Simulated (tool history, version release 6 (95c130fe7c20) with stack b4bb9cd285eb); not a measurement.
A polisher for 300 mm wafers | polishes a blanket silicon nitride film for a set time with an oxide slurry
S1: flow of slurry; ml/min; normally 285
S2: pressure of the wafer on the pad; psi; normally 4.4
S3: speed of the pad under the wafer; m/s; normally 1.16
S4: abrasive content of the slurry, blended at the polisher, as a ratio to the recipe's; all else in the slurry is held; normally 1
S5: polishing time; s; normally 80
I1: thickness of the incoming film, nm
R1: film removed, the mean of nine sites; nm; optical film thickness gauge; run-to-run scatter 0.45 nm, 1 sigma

run   hour   S1   S2    S3    S4  S5     I1    R1
  1      0  285  3.7  1.32     1  80  349.4  53.9
  2    6.8  285  3.7  1.32     1  80    350    54
  3   21.1  285  4.4  1.16     1  80  349.1    59
  4   34.9  285  4.4  1.16     1  80  345.9    59
  5     41  285  4.4  1.16     1  80  356.5  58.7
  6     55  285  4.4  1.16     1  80  354.9  59.2
        71  -- head pressure recalibrated
  7   71.5  285  4.4  1.16     1  97  347.4  70.9
        84  -- worn pad replaced by a new one
  8   84.7  285  4.4  1.16     1  97  345.9  71.1
      90.9  -- conditioning disc replaced and pad reconditioned
  9   92.7  285  4.4  1.16     1  80  345.7  58.9
 10  102.9  285  5.6  1.16     1  80  355.3  75.8
 11    114  285  4.4  1.42  1.25  80    349  73.1
 12  125.9  285  3.7  1.32     1  80    348  52.8
     127.6  -- slurry nozzle cleaned
 13    139  285  4.4  1.16     1  80  348.8  58.9
     151.6  -- slurry blender recalibrated
 14  152.1  285  4.4  0.82     1  80  351.7  48.2
 15  158.9  285    4  1.16  1.15  80  350.1  56.5
 16  167.2  285  4.4  1.16     1  80  346.9  58.9
 17  179.6  355  4.4     1     1  80  346.3  54.5
 18    189  245  4.4  1.16  0.85  57  346.3  38.7
     199.9  -- worn pad replaced by a new one
 19  200.4  285  4.4  1.16     1  66  346.7  48.2

Below are 3 alternative next runs, each starting from the tool's condition after run 19. Predict each:
  A  200.8  285  4.4  1.16  1.15  80  349.6   ?
  B  200.8  285  4.4  1.16     1  63  349.6   ?
  C  200.8  235  4.4  1.16   1.2  80  349.6   ?

run    R1
  A  62.2
  B  46.3
  C  61.8
Without the tool's hidden state the same runs would have given:
run    R1
  A  62.2
  B  46.3
  C  61.8
